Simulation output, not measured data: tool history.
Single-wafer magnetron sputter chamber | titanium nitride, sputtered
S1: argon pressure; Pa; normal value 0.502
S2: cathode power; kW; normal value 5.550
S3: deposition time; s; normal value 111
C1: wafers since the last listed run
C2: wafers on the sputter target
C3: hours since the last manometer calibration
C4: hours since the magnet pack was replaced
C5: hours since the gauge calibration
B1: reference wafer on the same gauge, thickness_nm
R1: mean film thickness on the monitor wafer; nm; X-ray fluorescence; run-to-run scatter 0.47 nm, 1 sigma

run   hour     S1     S2   S3   C1    C2      C3      C4     C5      B1       R1
  1    0.0  0.502  5.550  111    0  6409  2290.5  4545.7  159.7  90.965  104.801
       3.5  -- gauge calibrated
  2    7.0  0.502  5.550  111   48  6458  2297.5  4552.7    3.5  91.120  104.758
  3   23.1  0.502  5.550  111  111  6569  2313.6  4568.8   19.6  90.968  104.355
  4   38.2  0.502  5.550  111  104  6674  2328.7  4583.9   34.7  91.143  104.516
  5   49.9  0.502  6.250  111   81  6756  2340.4  4595.6   46.4  90.927  115.856
  6   65.3  0.502  6.250  111  107  6863  2355.8  4611.0   61.8  90.836  115.787
  7   75.3  0.365  5.550  111   69  6932  2365.8  4621.0   71.8  90.915  109.357
  8   86.3  0.365  5.550  111   76  7009  2376.8  4632.0   82.8  90.968  108.462
  9   94.8  0.365  5.550  111   59  7068  2385.3  4640.5   91.3  90.835  108.269
 10  109.3  0.565  5.550  111  100  7168  2399.8  4655.0  105.8  90.931  100.112
 11  124.0  0.565  5.550  111  102  7271  2414.5  4669.7  120.5  91.125   99.549
     134.2  -- gauge calibrated
     138.9  -- magnet pack replaced
     139.6  -- capacitance manometer re-zeroed and calibrated
 12  140.1  0.502  6.700   99   51  7322     0.5     1.2    5.9  90.916  109.471
 13  152.7  0.371  4.850  102   87  7410    13.1    13.8   18.5  91.027   85.356
     172.8  -- sputter target and shields replaced
 14  173.3  0.415  4.300   96   87     3    33.7    34.4   39.1  91.017   65.634
 15  176.7  0.502  5.550  126   23    27    37.1    37.8   42.5  91.044  107.851
 16  192.9  0.502  4.650  103  112   139    53.3    54.0   58.7  90.901   74.025
 17  202.4  0.502  5.550  111   66   205    62.8    63.5   68.2  91.005   95.334
 18  212.9  0.502  5.550  111   72   278    73.3    74.0   78.7  91.192   95.758
 19  219.0  0.654  5.550  111   42   321    79.4    80.1   84.8  91.061   90.275
 20  225.6  0.502  5.550  103   45   366    86.0    86.7   91.4  90.889   88.756
     234.8  -- sputter target and shields replaced, repeated, since the last time left the tool worse
 21  241.8  0.565  5.550  111   56    48   102.2   102.9  107.6  91.097  110.813
 22  254.3  0.558  4.200  111   86   135   114.7   115.4  120.1  91.102   83.647

Results for each run, recomputed without the tool's hidden state and with each run's random variation untouched:
Hidden state at play: deposition rate above that of a new target (%); true argon pressure above the setpoint (%); gauge reads high (%).
run       R1
  1  113.192
  2  113.268
  3  113.117
  4  113.565
  5  126.126
  6  126.371
  7  119.553
  8  118.796
  9  118.758
 10  110.087
 11  109.752
 12  121.041
 13   94.595
 14   77.738
 15  127.741
 16   87.679
 17  112.925
 18  113.435
 19  106.944
 20  105.152
 21  111.018
 22   83.804
